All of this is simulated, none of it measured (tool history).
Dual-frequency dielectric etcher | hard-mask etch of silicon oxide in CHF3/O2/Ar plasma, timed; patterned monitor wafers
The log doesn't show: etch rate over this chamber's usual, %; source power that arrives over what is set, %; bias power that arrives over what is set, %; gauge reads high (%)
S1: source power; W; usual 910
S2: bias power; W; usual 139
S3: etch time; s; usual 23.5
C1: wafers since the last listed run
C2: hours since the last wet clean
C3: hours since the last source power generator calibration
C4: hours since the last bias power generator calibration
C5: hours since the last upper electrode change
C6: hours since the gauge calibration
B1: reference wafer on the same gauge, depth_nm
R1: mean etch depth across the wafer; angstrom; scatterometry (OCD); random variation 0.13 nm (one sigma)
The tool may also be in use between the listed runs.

run	day	S1	S2	S3	C1	C2	C3	C4	C5	C6	B1	R1
1	0	910	114	23.5	0	466.2	3477.6	3642	2848.2	1079.7	51.6	500
# day 3.392: wet clean of the chamber
2	3.412	910	114	23.5	967	0.5	3559.5	3723.9	2930.1	1161.6	51.6	511
3	7.762	910	114	23.5	1743	104.9	3663.9	3828.3	3034.5	1266	51.6	505
4	9.762	820	139	23.5	801	152.9	3711.9	3876.3	3082.5	1314	51.6	515
5	12.612	820	139	23.5	1142	221.3	3780.3	3944.7	3150.9	1382.4	51.6	514
6	15.162	820	139	23.5	1022	282.5	3841.5	4005.9	3212.1	1443.6	51.6	513
7	17.812	910	139	23.5	1062	346.1	3905.1	4069.5	3275.7	1507.2	51.6	524
8	20.588	910	139	23.5	1112	412.7	3971.7	4136.1	3342.3	1573.8	51.6	524
9	22.117	910	139	23.5	613	449.4	4008.4	4172.8	3379	1610.5	51.6	518
10	25.312	910	139	23.5	1281	526.1	4085.1	4249.5	3455.7	1687.2	51.6	519
# day 29.367: wet clean of the chamber
# day 29.683: gauge calibrated
11	29.804	910	139	23.5	1399	10.5	4192.9	4357.3	3563.5	2.9	51.6	534
12	31.792	910	139	23.5	796	58.2	4240.6	4405	3611.2	50.6	51.6	530
# day 32.417: bias power generator calibrated
13	35.138	910	139	19.5	1274	138.5	4320.9	65.3	3691.5	130.9	51.6	438
14	37.721	910	139	19.5	1035	200.5	4382.9	127.3	3753.5	192.9	51.6	437
# day 40.425: upper electrode replaced
15	40.446	910	139	19.5	691	265.9	4448.3	192.7	0.5	258.3	51.6	435
16	41.938	910	139	23.5	598	301.7	4484.1	228.5	36.3	294.1	51.6	523
17	45.283	910	139	23.5	1341	382	4564.4	308.8	116.6	374.4	51.6	520
18	49.325	1130	139	23.5	1620	479	4661.4	405.8	213.6	471.4	51.6	545
# day 50.796: wet clean of the chamber
19	52.046	910	139	23.5	689	30	4726.7	471.1	278.9	536.7	51.6	528
20	55.862	850	139	18.5	1530	121.6	4818.3	562.7	370.5	628.3	51.6	409
21	58.488	740	162	19	1052	184.6	4881.3	625.7	433.5	691.3	51.6	423
22	61.942	910	139	27.5	1384	267.5	4964.2	708.6	516.4	774.2	51.6	612
# day 63.029: source power generator calibrated
23	65.238	800	114	30	1254	346.6	53	787.7	595.5	853.3	51.6	622
24	67.492	1070	164	19	903	400.7	107.1	841.8	649.6	907.4	51.6	452
25	70.921	910	167	30	1374	483	189.4	924.1	731.9	989.7	51.6	689
26	74.767	910	139	23.5	1541	575.3	281.7	1016.4	824.2	1082	51.6	516
# day 75.925: wet clean of the chamber
27	77.729	990	152	26	786	43.3	352.8	1087.5	895.3	1153.1	51.6	609
28	81.642	910	128	26.5	1568	137.2	446.7	1181.4	989.2	1247	51.6	584

Forecast each of these 3 alternatives for the next run:
A	81.658	760	139	23.5	6	137.6	447.1	1181.8	989.6	1247.4	?	?
B	81.658	980	129	27.5	6	137.6	447.1	1181.8	989.6	1247.4	?	?
C	81.658	790	117	28.5	6	137.6	447.1	1181.8	989.6	1247.4	?	?

run	B1	R1
A	51.6	509
B	51.6	617
C	51.6	599
Without the tool's hidden state the same runs would have given:
run	R1
A	513
B	621
C	604

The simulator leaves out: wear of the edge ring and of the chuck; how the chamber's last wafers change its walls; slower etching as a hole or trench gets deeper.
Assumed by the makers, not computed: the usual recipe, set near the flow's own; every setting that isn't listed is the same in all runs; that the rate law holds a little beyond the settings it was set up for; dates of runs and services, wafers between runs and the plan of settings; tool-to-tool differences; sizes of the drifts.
